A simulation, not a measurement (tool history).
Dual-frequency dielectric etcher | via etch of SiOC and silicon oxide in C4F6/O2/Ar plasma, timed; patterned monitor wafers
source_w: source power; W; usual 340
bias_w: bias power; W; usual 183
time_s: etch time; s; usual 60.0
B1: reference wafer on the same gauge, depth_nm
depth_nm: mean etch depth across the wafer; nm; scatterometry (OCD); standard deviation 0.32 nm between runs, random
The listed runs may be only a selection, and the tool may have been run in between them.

run 1 hour=0.0 | source_w=340 bias_w=183 time_s=46.5 | B1=76.4 | depth_nm=49.3
run 2 hour=9.3 | source_w=340 bias_w=183 time_s=46.5 | B1=76.4 | depth_nm=50.0
run 3 hour=17.6 | source_w=340 bias_w=183 time_s=60.0 | B1=76.4 | depth_nm=63.8
-- hour=47.5 gauge calibrated
run 4 hour=68.3 | source_w=340 bias_w=183 time_s=60.0 | B1=76.3 | depth_nm=63.0
run 5 hour=76.2 | source_w=340 bias_w=183 time_s=60.0 | B1=76.3 | depth_nm=63.3
run 6 hour=82.2 | source_w=390 bias_w=183 time_s=60.0 | B1=76.3 | depth_nm=66.9
run 7 hour=95.6 | source_w=390 bias_w=183 time_s=60.0 | B1=76.5 | depth_nm=65.9
-- hour=110.0 bias power generator calibrated
-- hour=129.3 upper electrode replaced
-- hour=136.7 source power generator calibrated
-- hour=138.1 wet clean of the chamber
run 8 hour=138.6 | source_w=390 bias_w=183 time_s=60.0 | B1=76.4 | depth_nm=70.0
run 9 hour=138.9 | source_w=410 bias_w=171 time_s=60.0 | B1=76.4 | depth_nm=69.2
run 10 hour=146.9 | source_w=340 bias_w=183 time_s=60.0 | B1=76.5 | depth_nm=66.2
run 11 hour=164.1 | source_w=290 bias_w=139 time_s=60.0 | B1=76.5 | depth_nm=54.8
run 12 hour=171.4 | source_w=260 bias_w=218 time_s=60.0 | B1=76.5 | depth_nm=66.1
-- hour=174.6 gauge calibrated
run 13 hour=184.9 | source_w=340 bias_w=183 time_s=60.0 | B1=76.3 | depth_nm=66.6
run 14 hour=198.2 | source_w=340 bias_w=183 time_s=55.0 | B1=76.4 | depth_nm=60.8
run 15 hour=212.0 | source_w=340 bias_w=183 time_s=60.0 | B1=76.4 | depth_nm=66.2
run 16 hour=225.3 | source_w=300 bias_w=222 time_s=53.0 | B1=76.4 | depth_nm=61.7
run 17 hour=235.3 | source_w=300 bias_w=223 time_s=74.5 | B1=76.4 | depth_nm=86.5

5 options for the next run, each taken on its own from the tool as it stands now. Forecast them:
run A hour=235.7 | source_w=340 bias_w=183 time_s=60.0 | B1=? | depth_nm=?
run B hour=235.7 | source_w=340 bias_w=162 time_s=60.0 | B1=? | depth_nm=?
run C hour=235.7 | source_w=270 bias_w=183 time_s=60.0 | B1=? | depth_nm=?
run D hour=235.7 | source_w=340 bias_w=151 time_s=60.0 | B1=? | depth_nm=?
run E hour=235.7 | source_w=410 bias_w=183 time_s=65.5 | B1=? | depth_nm=?

run=A B1=76.4 depth_nm=66.2
run=B B1=76.4 depth_nm=62.4
run=C B1=76.4 depth_nm=61.3
run=D B1=76.4 depth_nm=60.2
run=E B1=76.4 depth_nm=77.1
With the hidden condition removed and each run's random variation left untouched, the same runs would have given:
run=A depth_nm=66.8
run=B depth_nm=63.0
run=C depth_nm=61.9
run=D depth_nm=60.8
run=E depth_nm=77.9
